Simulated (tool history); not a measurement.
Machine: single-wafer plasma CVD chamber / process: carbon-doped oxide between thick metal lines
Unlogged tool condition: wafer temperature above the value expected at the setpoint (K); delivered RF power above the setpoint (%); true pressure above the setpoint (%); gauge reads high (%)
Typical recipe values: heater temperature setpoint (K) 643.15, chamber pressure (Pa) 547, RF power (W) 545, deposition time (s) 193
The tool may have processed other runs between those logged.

run     day  heater temperature setpoint (K)  chamber pressure (Pa)  RF power (W)  deposition time (s)  wafers since the last listed run  hours since the last thermocouple change  hours since the last RF generator calibration  hours since the last manometer calibration  hours since the showerhead was replaced  hours since the gauge calibration  read-back reference wafer on the same gauge, thickness_nm  mean film thickness on the monitor wafer (nm)
  1       0                           643.15                    547           545                  193                                 0                                    1505.5                                           1705                                       489.5                                   4464.7                              177.3                                                    968.348                                        935.346
  2   1.058                           643.15                    547           545                  193                               264                                    1530.9                                         1730.4                                       514.9                                   4490.1                              202.7                                                    967.755                                        939.786
  3   2.312                           643.15                    547           545                  193                               312                                      1561                                         1760.5                                         545                                   4520.2                              232.8                                                    968.283                                        936.662
  4   2.996                           643.15                    547           545                  193                               170                                    1577.4                                         1776.9                                       561.4                                   4536.6                              249.2                                                    968.477                                        938.623
  5   4.058                           643.15                    547           545                  193                               265                                    1602.9                                         1802.4                                       586.9                                   4562.1                              274.7                                                     968.34                                        941.165
  6   4.983                           643.15                    547           545                  193                               230                                    1625.1                                         1824.6                                       609.1                                   4584.3                              296.9                                                    968.795                                        937.292
  7   6.362                           643.15                    547           545                  193                               344                                    1658.2                                         1857.7                                       642.2                                   4617.4                                330                                                    967.172                                        937.943
  8   8.183                           643.15                    547           545                  193                               454                                    1701.9                                         1901.4                                       685.9                                   4661.1                              373.7                                                    968.294                                        933.858
      9.062  -- thermocouple changed; heater temperature recalibrated
  9   9.083                           643.15                    547           545                  193                               141                                       0.5                                           1923                                       707.5                                   4682.7                              395.3                                                    968.572                                        938.102
      9.117  -- gauge calibrated
 10  10.042                           635.15                    547           545                  193                               239                                      23.5                                           1946                                       730.5                                   4705.7                               22.2                                                    967.674                                        953.895
 11  11.533                           635.15                    547           545                  193                               372                                      59.3                                         1981.8                                       766.3                                   4741.5                                 58                                                     968.57                                        952.058
     12.338  -- RF generator calibrated
 12  15.233                           634.15                    547           545                  193                               839                                     148.1                                           69.5                                       855.1                                   4830.3                              146.8                                                    968.759                                        953.879
     16.454  -- capacitance manometer re-zeroed and calibrated
 13  16.475                           643.15                    420           605                  193                               226                                     177.9                                           99.3                                         0.5                                   4860.1                              176.6                                                    967.855                                        995.232
 14  16.971                           650.15                    497           590                  207                               123                                     189.8                                          111.2                                        12.4                                     4872                              188.5                                                    967.839                                       1056.117
 15  18.196                           643.15                    547           545                  193                               305                                     219.2                                          140.6                                        41.8                                   4901.4                              217.9                                                    968.559                                        939.331
 16  21.862                           635.15                    547           545                  193                               914                                     307.2                                          228.6                                       129.8                                   4989.4                              305.9                                                    968.033                                        952.734
     23.046  -- showerhead replaced
 17  23.179                           633.15                    616           625                  164                               245                                     338.8                                          260.2                                       161.4                                      3.2                              337.5                                                    967.404                                        935.322
 18  24.504                           643.15                    547           445                  193                               330                                     370.6                                            292                                       193.2                                       35                              369.3                                                    968.114                                        742.503
 19   25.55                           643.15                    547           640                  193                               260                                     395.7                                          317.1                                       218.3                                     60.1                              394.4                                                    967.706                                       1086.081
 20  26.733                           643.15                    547           545                  193                               295                                     424.1                                          345.5                                       246.7                                     88.5                              422.8                                                    968.706                                        939.297
 21  27.275                           632.15                    665           545                  193                               135                                     437.1                                          358.5                                       259.7                                    101.5                              435.8                                                    968.029                                        988.404
 22  28.338                           628.15                    583           585                  170                               265                                     462.6                                            384                                       285.2                                      127                              461.3                                                     968.19                                        921.756
       28.9  -- gauge calibrated
 23  29.112                           650.15                    547           485                  193                               193                                     481.2                                          402.6                                       303.8                                    145.6                                5.1                                                    968.698                                        820.187

For each run, what was the tool's unlogged condition?
wafer temperature above the value expected at the setpoint (K): 0 at every run
delivered RF power above the setpoint (%): 0 at every run
true pressure above the setpoint (%): 0 at every run
gauge reads high (%): 0 at every run

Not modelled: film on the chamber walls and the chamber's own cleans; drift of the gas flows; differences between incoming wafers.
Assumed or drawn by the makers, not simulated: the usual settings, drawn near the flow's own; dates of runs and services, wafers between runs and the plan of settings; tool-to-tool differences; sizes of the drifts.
